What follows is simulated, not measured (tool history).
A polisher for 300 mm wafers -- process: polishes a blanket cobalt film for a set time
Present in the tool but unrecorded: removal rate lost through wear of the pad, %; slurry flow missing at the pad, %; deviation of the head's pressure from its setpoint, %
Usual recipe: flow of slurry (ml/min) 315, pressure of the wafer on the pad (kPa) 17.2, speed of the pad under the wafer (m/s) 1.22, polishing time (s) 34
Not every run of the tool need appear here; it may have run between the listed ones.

| run | hour | flow of slurry (ml/min) | pressure of the wafer on the pad (kPa) | speed of the pad under the wafer (m/s) | polishing time (s) | wafers since the last listed run | wafers polished on this pad | hours since the slurry nozzle was cleaned | hours since the head pressure was calibrated | incoming thickness of the incoming film, nm | film removed (angstrom) |
|---|---|---|---|---|---|---|---|---|---|---|---|
| 1 | 0.0 | 315 | 17.2 | 1.22 | 34 | 0 | 953 | 234.3 | 297.0 | 728.5 | 2974 |
| 2 | 28.4 | 315 | 17.2 | 1.22 | 34 | 259 | 1212 | 262.7 | 325.4 | 745.2 | 2982 |
| 3 | 56.8 | 315 | 17.2 | 1.22 | 34 | 259 | 1472 | 291.1 | 353.8 | 738.2 | 2970 |
| 4 | 258.8 | 315 | 17.2 | 1.22 | 34 | 1843 | 3315 | 493.1 | 555.8 | 743.4 | 2955 |
| 5 | 300.1 | 315 | 17.2 | 1.22 | 34 | 376 | 3692 | 534.4 | 597.1 | 731.9 | 2924 |
| 6 | 345.6 | 240 | 17.2 | 1.22 | 34 | 415 | 4107 | 579.9 | 642.6 | 730.5 | 2812 |
| 7 | 374.2 | 240 | 17.2 | 1.22 | 34 | 261 | 4368 | 608.5 | 671.2 | 726.1 | 2756 |
|  | 425.6 | worn pad replaced by a new one |
|  | 559.3 | slurry nozzle cleaned |
| 8 | 560.2 | 240 | 17.2 | 1.22 | 34 | 1651 | 1218 | 0.9 | 857.2 | 732.8 | 2906 |
| 9 | 597.9 | 315 | 13.1 | 1.22 | 34 | 344 | 1563 | 38.6 | 894.9 | 733.5 | 2246 |
| 10 | 642.1 | 315 | 13.1 | 1.22 | 34 | 403 | 1966 | 82.8 | 939.1 | 750.7 | 2272 |
| 11 | 671.8 | 315 | 17.2 | 1.22 | 34 | 271 | 2237 | 112.5 | 968.8 | 737.4 | 2974 |
| 12 | 721.4 | 315 | 17.2 | 1.22 | 34 | 452 | 2690 | 162.1 | 1018.4 | 735.6 | 2997 |
|  | 726.2 | head pressure recalibrated |
| 13 | 785.5 | 315 | 17.2 | 1.22 | 34 | 566 | 3256 | 226.2 | 59.3 | 742.7 | 2964 |
| 14 | 810.7 | 390 | 17.2 | 1.22 | 39 | 229 | 3486 | 251.4 | 84.5 | 741.1 | 3484 |
| 15 | 875.6 | 390 | 17.2 | 1.22 | 39 | 592 | 4079 | 316.3 | 149.4 | 737.9 | 3455 |
|  | 905.1 | worn pad replaced by a new one |
| 16 | 946.3 | 315 | 17.2 | 1.22 | 34 | 608 | 375 | 387.0 | 220.1 | 745.2 | 2941 |
| 17 | 977.3 | 315 | 20.7 | 1.06 | 34 | 282 | 658 | 418.0 | 251.1 | 741.1 | 3075 |
| 18 | 1018.8 | 315 | 17.2 | 1.36 | 34 | 378 | 1037 | 459.5 | 292.6 | 735.9 | 3235 |
| 19 | 1051.2 | 315 | 17.2 | 0.98 | 34 | 295 | 1333 | 491.9 | 325.0 | 730.5 | 2365 |
| 20 | 1121.4 | 390 | 17.2 | 1.22 | 39 | 640 | 1973 | 562.1 | 395.2 | 751.5 | 3423 |
| 21 | 1153.9 | 315 | 17.2 | 1.10 | 34 | 296 | 2270 | 594.6 | 427.7 | 729.6 | 2627 |
| 22 | 1225.7 | 225 | 20.0 | 1.36 | 41 | 655 | 2925 | 666.4 | 499.5 | 752.9 | 4262 |
| 23 | 1278.1 | 375 | 17.2 | 1.22 | 24 | 478 | 3403 | 718.8 | 551.9 | 746.7 | 2051 |
|  | 1333.7 | worn pad replaced by a new one |
| 24 | 1334.3 | 210 | 17.2 | 1.22 | 34 | 476 | 5 | 775.0 | 608.1 | 736.7 | 2585 |
| 25 | 1390.0 | 315 | 17.2 | 1.22 | 34 | 508 | 513 | 830.7 | 663.8 | 740.3 | 2771 |
|  | 1398.2 | slurry nozzle cleaned |
| 26 | 1449.2 | 255 | 17.2 | 0.94 | 24 | 531 | 1044 | 51.0 | 723.0 | 748.6 | 1599 |
| 27 | 1473.2 | 315 | 17.2 | 1.22 | 34 | 219 | 1263 | 75.0 | 747.0 | 748.8 | 2974 |
| 28 | 1520.9 | 315 | 17.2 | 1.22 | 26 | 435 | 1699 | 122.7 | 794.7 | 741.5 | 2256 |
| 29 | 1561.7 | 315 | 17.2 | 1.22 | 34 | 372 | 2071 | 163.5 | 835.5 | 738.0 | 2974 |
| 30 | 1595.0 | 380 | 17.2 | 0.90 | 34 | 303 | 2375 | 196.8 | 868.8 | 737.2 | 2242 |
| 31 | 1659.8 | 315 | 21.4 | 1.22 | 34 | 591 | 2966 | 261.6 | 933.6 | 741.1 | 3690 |
| 32 | 1708.3 | 415 | 20.0 | 0.80 | 40 | 442 | 3409 | 310.1 | 982.1 | 735.4 | 2728 |
| 33 | 1751.6 | 315 | 14.5 | 1.22 | 34 | 395 | 3804 | 353.4 | 1025.4 | 747.5 | 2509 |
| 34 | 1822.8 | 245 | 17.2 | 1.22 | 26 | 649 | 4454 | 424.6 | 1096.6 | 745.0 | 2190 |
|  | 1866.1 | worn pad replaced by a new one |
| 35 | 1873.3 | 315 | 17.2 | 1.22 | 34 | 424 | 65 | 475.1 | 1147.1 | 738.6 | 2947 |
| 36 | 1942.8 | 315 | 17.2 | 1.22 | 34 | 634 | 700 | 544.6 | 1216.6 | 753.3 | 2948 |
|  | 1956.4 | head pressure recalibrated |
| 37 | 1990.1 | 315 | 17.2 | 1.22 | 34 | 413 | 1113 | 591.9 | 33.7 | 740.2 | 2926 |
| 38 | 2035.6 | 405 | 17.2 | 0.84 | 34 | 415 | 1528 | 637.4 | 79.2 | 727.0 | 2078 |

Branching from run 38: 3 alternative next runs. What would each branch give?
| A | 2036.0 | 315 | 17.2 | 1.22 | 34 | 3 | 1532 | 637.8 | 79.6 | 727.1 | ? |
| B | 2036.0 | 315 | 20.0 | 0.98 | 24 | 3 | 1532 | 637.8 | 79.6 | 727.1 | ? |
| C | 2036.0 | 345 | 17.2 | 1.40 | 34 | 3 | 1532 | 637.8 | 79.6 | 727.1 | ? |

| run | film removed (angstrom) |
|---|---|
| A | 2911 |
| B | 1915 |
| C | 3379 |
Without the tool's unlogged condition, the same runs would have read:
| run | film removed (angstrom) |
|---|---|
| A | 3017 |
| B | 1984 |
| C | 3490 |
